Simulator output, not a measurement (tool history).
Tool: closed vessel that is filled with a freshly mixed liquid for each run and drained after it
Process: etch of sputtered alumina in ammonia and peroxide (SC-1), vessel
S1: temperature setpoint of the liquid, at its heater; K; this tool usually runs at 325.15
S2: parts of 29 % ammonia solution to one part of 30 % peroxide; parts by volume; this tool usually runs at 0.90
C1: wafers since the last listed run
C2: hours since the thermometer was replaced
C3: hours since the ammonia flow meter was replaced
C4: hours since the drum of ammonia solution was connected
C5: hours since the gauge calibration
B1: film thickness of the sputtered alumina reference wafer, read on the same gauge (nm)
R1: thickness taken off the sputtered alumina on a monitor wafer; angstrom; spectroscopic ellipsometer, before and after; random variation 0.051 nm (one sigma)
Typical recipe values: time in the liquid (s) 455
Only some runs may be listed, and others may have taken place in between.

run 1 hour=0.0 | S1=325.15 S2=0.90 time_in_the_liquid_(s)=455 | C1=0 C2=1889.8 C3=379.6 C4=478.2 C5=655.9 | B1=150.00 | R1=197.8
run 2 hour=45.2 | S1=325.15 S2=0.90 time_in_the_liquid_(s)=455 | C1=2253 C2=1935.0 C3=424.8 C4=523.4 C5=701.1 | B1=149.99 | R1=197.3
run 3 hour=76.8 | S1=325.15 S2=0.90 time_in_the_liquid_(s)=385 | C1=1575 C2=1966.6 C3=456.4 C4=555.0 C5=732.7 | B1=150.01 | R1=166.1
run 4 hour=106.4 | S1=325.15 S2=0.90 time_in_the_liquid_(s)=455 | C1=1475 C2=1996.2 C3=486.0 C4=584.6 C5=762.3 | B1=149.98 | R1=196.5
run 5 hour=142.1 | S1=325.15 S2=0.90 time_in_the_liquid_(s)=455 | C1=1780 C2=2031.9 C3=521.7 C4=620.3 C5=798.0 | B1=149.99 | R1=196.3
run 6 hour=189.6 | S1=325.15 S2=0.90 time_in_the_liquid_(s)=455 | C1=2368 C2=2079.4 C3=569.2 C4=667.8 C5=845.5 | B1=149.98 | R1=195.5
-- hour=212.8 new drum of ammonia solution connected
run 7 hour=213.9 | S1=325.15 S2=0.90 time_in_the_liquid_(s)=455 | C1=1161 C2=2103.7 C3=593.5 C4=1.1 C5=869.8 | B1=150.01 | R1=198.1
run 8 hour=259.8 | S1=325.15 S2=0.90 time_in_the_liquid_(s)=455 | C1=2288 C2=2149.6 C3=639.4 C4=47.0 C5=915.7 | B1=150.02 | R1=198.3
run 9 hour=294.7 | S1=325.15 S2=0.90 time_in_the_liquid_(s)=455 | C1=1740 C2=2184.5 C3=674.3 C4=81.9 C5=950.6 | B1=150.00 | R1=198.0
run 10 hour=362.4 | S1=325.15 S2=0.60 time_in_the_liquid_(s)=455 | C1=3375 C2=2252.2 C3=742.0 C4=149.6 C5=1018.3 | B1=150.02 | R1=189.0
run 11 hour=396.9 | S1=325.15 S2=0.60 time_in_the_liquid_(s)=455 | C1=1720 C2=2286.7 C3=776.5 C4=184.1 C5=1052.8 | B1=150.01 | R1=190.3
run 12 hour=442.6 | S1=325.15 S2=0.65 time_in_the_liquid_(s)=455 | C1=2278 C2=2332.4 C3=822.2 C4=229.8 C5=1098.5 | B1=150.01 | R1=189.6
run 13 hour=504.9 | S1=325.15 S2=0.65 time_in_the_liquid_(s)=455 | C1=3106 C2=2394.7 C3=884.5 C4=292.1 C5=1160.8 | B1=150.00 | R1=189.5
-- hour=564.1 ammonia flow meter replaced
run 14 hour=564.6 | S1=325.15 S2=1.20 time_in_the_liquid_(s)=455 | C1=2926 C2=2454.4 C3=0.5 C4=351.8 C5=1220.5 | B1=150.00 | R1=200.2
-- hour=656.8 gauge calibrated
run 15 hour=718.5 | S1=329.65 S2=0.90 time_in_the_liquid_(s)=665 | C1=7674 C2=2608.3 C3=154.4 C4=505.7 C5=61.7 | B1=150.00 | R1=361.0
run 16 hour=775.1 | S1=334.65 S2=0.50 time_in_the_liquid_(s)=455 | C1=2822 C2=2664.9 C3=211.0 C4=562.3 C5=118.3 | B1=149.98 | R1=303.6
-- hour=790.7 new drum of ammonia solution connected
run 17 hour=842.1 | S1=325.15 S2=0.90 time_in_the_liquid_(s)=455 | C1=3291 C2=2731.9 C3=278.0 C4=51.4 C5=185.3 | B1=149.99 | R1=195.1
run 18 hour=889.3 | S1=325.15 S2=0.70 time_in_the_liquid_(s)=455 | C1=2353 C2=2779.1 C3=325.2 C4=98.6 C5=232.5 | B1=150.00 | R1=190.4
-- hour=901.4 thermometer replaced
run 19 hour=960.5 | S1=325.15 S2=0.60 time_in_the_liquid_(s)=455 | C1=3500 C2=59.1 C3=396.4 C4=169.8 C5=303.7 | B1=150.00 | R1=200.1
run 20 hour=989.3 | S1=325.15 S2=0.90 time_in_the_liquid_(s)=455 | C1=1436 C2=87.9 C3=425.2 C4=198.6 C5=332.5 | B1=150.00 | R1=208.5
run 21 hour=1047.5 | S1=329.15 S2=1.20 time_in_the_liquid_(s)=190 | C1=2902 C2=146.1 C3=483.4 C4=256.8 C5=390.7 | B1=150.01 | R1=110.2
run 22 hour=1076.1 | S1=325.15 S2=0.90 time_in_the_liquid_(s)=630 | C1=1426 C2=174.7 C3=512.0 C4=285.4 C5=419.3 | B1=150.01 | R1=286.6
run 23 hour=1113.3 | S1=315.15 S2=0.60 time_in_the_liquid_(s)=295 | C1=1854 C2=211.9 C3=549.2 C4=322.6 C5=456.5 | B1=149.98 | R1=73.5
run 24 hour=1153.6 | S1=319.15 S2=0.45 time_in_the_liquid_(s)=455 | C1=2009 C2=252.2 C3=589.5 C4=362.9 C5=496.8 | B1=150.03 | R1=139.1
run 25 hour=1210.1 | S1=325.15 S2=0.90 time_in_the_liquid_(s)=455 | C1=2817 C2=308.7 C3=646.0 C4=419.4 C5=553.3 | B1=150.01 | R1=206.0
run 26 hour=1280.3 | S1=325.15 S2=0.90 time_in_the_liquid_(s)=455 | C1=3500 C2=378.9 C3=716.2 C4=489.6 C5=623.5 | B1=149.99 | R1=205.1

Here are 3 independent what-if runs from the current tool condition. What would each one return?
run A hour=1281.1 | S1=316.65 S2=0.90 time_in_the_liquid_(s)=455 | C1=39 C2=379.7 C3=717.0 C4=490.4 C5=624.3 | B1=? | R1=?
run B hour=1281.1 | S1=334.15 S2=0.75 time_in_the_liquid_(s)=590 | C1=39 C2=379.7 C3=717.0 C4=490.4 C5=624.3 | B1=? | R1=?
run C hour=1281.1 | S1=321.15 S2=0.55 time_in_the_liquid_(s)=455 | C1=39 C2=379.7 C3=717.0 C4=490.4 C5=624.3 | B1=? | R1=?

run=A B1=149.99 R1=127.6
run=B B1=149.99 R1=420.4
run=C B1=149.99 R1=157.2
Without the tool's hidden state the same runs would have given:
run=A R1=130.7
run=B R1=430.0
run=C R1=160.9
